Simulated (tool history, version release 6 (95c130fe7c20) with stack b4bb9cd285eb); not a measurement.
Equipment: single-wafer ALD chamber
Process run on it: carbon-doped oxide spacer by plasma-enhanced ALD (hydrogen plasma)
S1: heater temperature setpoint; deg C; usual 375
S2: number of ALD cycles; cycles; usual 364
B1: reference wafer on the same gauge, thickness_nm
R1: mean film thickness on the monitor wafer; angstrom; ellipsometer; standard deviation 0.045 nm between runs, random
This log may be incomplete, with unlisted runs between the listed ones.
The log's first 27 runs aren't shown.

run,day,S1,S2,B1,R1
# day 81.929: thermocouple changed; heater temperature recalibrated
28,84.146,370,431,21.171,216.57
29,86.038,368,336,21.176,168.82
30,89.85,388,426,21.194,214.28
31,93.538,363,337,21.209,169.94
32,95.838,375,364,21.207,182.72
33,98.996,361,425,21.221,214
34,101.342,370,298,21.232,150.69
35,104.375,371,400,21.245,201.9
36,107.5,385,364,21.259,182.79
37,109.288,375,364,21.241,183.18
38,112.758,386,395,21.26,199.69

Each row is a separate what-if for the run after 38, all from the same tool condition, not one after another. Results?
A,112.8,375,297,?,?
B,112.8,363,401,?,?
C,112.8,368,318,?,?
D,112.8,375,339,?,?
E,112.8,375,313,?,?

run,B1,R1
A,21.251,150.55
B,21.251,203.27
C,21.251,161.19
D,21.251,171.84
E,21.251,158.66
The same runs, with their run-to-run variation unchanged, on a tool lacking any hidden condition would have given:
run,R1
A,148.64
B,200.69
C,159.15
D,169.66
E,156.65
